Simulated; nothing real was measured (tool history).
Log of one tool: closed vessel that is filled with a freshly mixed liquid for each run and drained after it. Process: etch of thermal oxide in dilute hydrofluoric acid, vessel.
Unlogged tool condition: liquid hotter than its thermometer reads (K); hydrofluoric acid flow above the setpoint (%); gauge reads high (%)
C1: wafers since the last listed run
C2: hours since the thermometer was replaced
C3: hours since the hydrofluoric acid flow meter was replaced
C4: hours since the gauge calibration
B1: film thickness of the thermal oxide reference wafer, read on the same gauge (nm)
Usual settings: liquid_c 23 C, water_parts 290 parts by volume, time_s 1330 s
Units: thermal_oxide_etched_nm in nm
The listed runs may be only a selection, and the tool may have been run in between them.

{"run": 1, "hour": 0.0, "liquid_c": 25.5, "water_parts": 290, "time_s": 1330, "C1": 0, "C2": 1101.7, "C3": 436.8, "C4": 1175.3, "B1": 99.98, "thermal_oxide_etched_nm": 18.38}
{"run": 2, "hour": 102.1, "liquid_c": 23, "water_parts": 290, "time_s": 1330, "C1": 6044, "C2": 1203.8, "C3": 538.9, "C4": 1277.4, "B1": 99.99, "thermal_oxide_etched_nm": 17.48}
{"run": 3, "hour": 175.7, "liquid_c": 23, "water_parts": 290, "time_s": 1330, "C1": 4357, "C2": 1277.4, "C3": 612.5, "C4": 1351, "B1": 100.02, "thermal_oxide_etched_nm": 17.41}
{"run": 4, "hour": 223.4, "liquid_c": 23, "water_parts": 290, "time_s": 1330, "C1": 2824, "C2": 1325.1, "C3": 660.2, "C4": 1398.7, "B1": 100, "thermal_oxide_etched_nm": 17.76}
{"run": 5, "hour": 285.7, "liquid_c": 23, "water_parts": 290, "time_s": 1330, "C1": 3688, "C2": 1387.4, "C3": 722.5, "C4": 1461, "B1": 99.99, "thermal_oxide_etched_nm": 17.72}
{"run": 6, "hour": 357.6, "liquid_c": 23, "water_parts": 290, "time_s": 1330, "C1": 4256, "C2": 1459.3, "C3": 794.4, "C4": 1532.9, "B1": 99.99, "thermal_oxide_etched_nm": 17.67}
{"run": 7, "hour": 463.1, "liquid_c": 23, "water_parts": 290, "time_s": 1330, "C1": 6245, "C2": 1564.8, "C3": 899.9, "C4": 1638.4, "B1": 100, "thermal_oxide_etched_nm": 17.74}
{"run": 8, "hour": 538.9, "liquid_c": 23, "water_parts": 245, "time_s": 760, "C1": 4487, "C2": 1640.6, "C3": 975.7, "C4": 1714.2, "B1": 100.02, "thermal_oxide_etched_nm": 12.86}
{"hour": 539.3, "done": "gauge calibrated"}
{"hour": 593.2, "done": "hydrofluoric acid flow meter replaced"}
{"run": 9, "hour": 625.9, "liquid_c": 23, "water_parts": 245, "time_s": 760, "C1": 5091, "C2": 1727.6, "C3": 32.7, "C4": 86.6, "B1": 100.02, "thermal_oxide_etched_nm": 12.25}
{"run": 10, "hour": 668.4, "liquid_c": 23, "water_parts": 290, "time_s": 1330, "C1": 2516, "C2": 1770.1, "C3": 75.2, "C4": 129.1, "B1": 100.01, "thermal_oxide_etched_nm": 17.36}
{"run": 11, "hour": 725.7, "liquid_c": 28, "water_parts": 290, "time_s": 1330, "C1": 3392, "C2": 1827.4, "C3": 132.5, "C4": 186.4, "B1": 100.01, "thermal_oxide_etched_nm": 20.43}
{"hour": 746.5, "done": "thermometer replaced"}
{"run": 12, "hour": 945.1, "liquid_c": 23, "water_parts": 405, "time_s": 1330, "C1": 12930, "C2": 198.6, "C3": 351.9, "C4": 405.8, "B1": 100.01, "thermal_oxide_etched_nm": 10.6}
{"run": 13, "hour": 1022.8, "liquid_c": 23, "water_parts": 290, "time_s": 1720, "C1": 4600, "C2": 276.3, "C3": 429.6, "C4": 483.5, "B1": 99.98, "thermal_oxide_etched_nm": 21.36}
{"run": 14, "hour": 1082.7, "liquid_c": 23, "water_parts": 290, "time_s": 1330, "C1": 3546, "C2": 336.2, "C3": 489.5, "C4": 543.4, "B1": 100.01, "thermal_oxide_etched_nm": 16.33}
{"run": 15, "hour": 1172.7, "liquid_c": 21, "water_parts": 290, "time_s": 1835, "C1": 5328, "C2": 426.2, "C3": 579.5, "C4": 633.4, "B1": 100, "thermal_oxide_etched_nm": 22.01}
{"run": 16, "hour": 1239.4, "liquid_c": 27.5, "water_parts": 175, "time_s": 2085, "C1": 3948, "C2": 492.9, "C3": 646.2, "C4": 700.1, "B1": 100.02, "thermal_oxide_etched_nm": 58.62}
{"run": 17, "hour": 1329.0, "liquid_c": 23, "water_parts": 290, "time_s": 1330, "C1": 5304, "C2": 582.5, "C3": 735.8, "C4": 789.7, "B1": 99.99, "thermal_oxide_etched_nm": 17}
{"run": 18, "hour": 1432.1, "liquid_c": 27.5, "water_parts": 175, "time_s": 2085, "C1": 6103, "C2": 685.6, "C3": 838.9, "C4": 892.8, "B1": 99.99, "thermal_oxide_etched_nm": 60.01}

Consider 3 possible next runs. They are alternatives, not a sequence: every one starts from the tool as it was left by run 18. What does each give?
{"run": "A", "hour": 1433.1, "liquid_c": 23, "water_parts": 420, "time_s": 1330, "C1": 59, "C2": 686.6, "C3": 839.9, "C4": 893.8, "B1": "?", "thermal_oxide_etched_nm": "?"}
{"run": "B", "hour": 1433.1, "liquid_c": 24.5, "water_parts": 195, "time_s": 1080, "C1": 59, "C2": 686.6, "C3": 839.9, "C4": 893.8, "B1": "?", "thermal_oxide_etched_nm": "?"}
{"run": "C", "hour": 1433.1, "liquid_c": 27.5, "water_parts": 255, "time_s": 1600, "C1": 59, "C2": 686.6, "C3": 839.9, "C4": 893.8, "B1": "?", "thermal_oxide_etched_nm": "?"}

run=A B1=99.99 thermal_oxide_etched_nm=10.78
run=B B1=99.99 thermal_oxide_etched_nm=24.63
run=C B1=99.99 thermal_oxide_etched_nm=29.08
Without the tool's hidden state the same runs would have given:
run=A thermal_oxide_etched_nm=9.83
run=B thermal_oxide_etched_nm=22.53
run=C thermal_oxide_etched_nm=26.59
